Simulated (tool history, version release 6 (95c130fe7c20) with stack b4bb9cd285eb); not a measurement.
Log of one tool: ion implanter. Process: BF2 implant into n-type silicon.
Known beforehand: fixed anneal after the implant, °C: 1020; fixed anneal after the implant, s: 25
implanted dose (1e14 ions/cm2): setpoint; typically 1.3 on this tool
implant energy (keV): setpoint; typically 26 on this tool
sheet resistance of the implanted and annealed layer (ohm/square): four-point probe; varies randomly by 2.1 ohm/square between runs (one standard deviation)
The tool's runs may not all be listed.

run,day,implanted dose (1e14 ions/cm2),implant energy (keV),wafers since the last listed run,hours since the last dose calibration,hours since the extraction supply was calibrated,hours since the gauge calibration,"read-back reference wafer on the same gauge, sheet resistance",sheet resistance of the implanted and annealed layer (ohm/square)
1,0,1.3,26,0,123.9,3489.4,986.3,970.21,851.5
2,2.042,1.3,26,983,172.9,3538.4,1035.3,969.56,854.63
3,3.638,1.3,26,768,211.2,3576.7,1073.6,970.43,852.29
# day 5.962: gauge calibrated
4,7.479,1.3,26,1849,303.4,3668.9,36.4,969.63,852.64
5,9.467,1.3,26,957,351.1,3716.6,84.1,970.4,851.58
6,12.954,1.3,26,1679,434.8,3800.3,167.8,970.22,855.7
# day 15.308: Faraday cup replaced and dose calibrated
7,15.954,1.3,26,1284,15.5,3872.3,239.8,970.34,815.81
8,19.146,1.3,26,1536,92.1,3948.9,316.4,969.52,822.99
9,23.379,1.61,26,2038,193.7,4050.5,418,970.12,697.19
10,27.662,1.2,33,2062,296.5,4153.3,520.8,970.83,860.63
11,32.025,1.3,26,2100,401.2,4258,625.5,970.54,834.11
# day 33.904: Faraday cup replaced and dose calibrated, repeated, since the last time left the tool worse
12,33.925,1.3,26,754,0.5,4303.6,671.1,970.79,843.11
13,43.375,1.08,26,4550,227.3,4530.4,897.9,969.42,993.89
14,47.138,1.3,26,1811,317.6,4620.7,988.2,970.14,857.68
15,50.204,1.49,30,1476,391.2,4694.3,1061.8,969.94,752.97
# day 52.792: Faraday cup replaced and dose calibrated
16,54.508,1.5,18.5,1912,41.2,4797.6,1165.1,969.78,783.84
# day 54.996: extraction supply calibrated
# day 55.612: gauge calibrated
17,56.529,0.94,23,812,89.7,36.8,22,970.67,1131.06
18,60.742,1.62,31,2028,190.8,137.9,123.1,969.23,697.18
19,63.396,1.63,20.5,1278,254.5,201.6,186.8,970.28,729.75
20,65.704,1.07,34,1111,309.9,257,242.2,969.58,972.09
21,68.504,1.3,21.5,1348,377.1,324.2,309.4,970.59,885.07
22,72.875,1.2,33,2104,482,429.1,414.3,970.4,888.56
23,74.433,1.3,26,750,519.4,466.5,451.7,970.66,861.47
# day 74.992: Faraday cup replaced and dose calibrated
24,76.3,1.44,31.5,738,31.4,511.3,496.5,970.22,760.3

Branching from run 24: 4 alternative next runs. What would each branch give?
A,76.317,1.3,26,8,31.8,511.7,496.9,?,?
B,76.317,1.48,19.5,8,31.8,511.7,496.9,?,?
C,76.317,1.62,26,8,31.8,511.7,496.9,?,?
D,76.317,0.97,26,8,31.8,511.7,496.9,?,?

run,"read-back reference wafer on the same gauge, sheet resistance",sheet resistance of the implanted and annealed layer (ohm/square)
A,969.9,849.09
B,969.9,789.95
C,969.9,707.17
D,969.9,1080.61
With the hidden condition removed and each run's random variation left untouched, the same runs would have given:
run,sheet resistance of the implanted and annealed layer (ohm/square)
A,843.42
B,784.5
C,702.41
D,1073.47
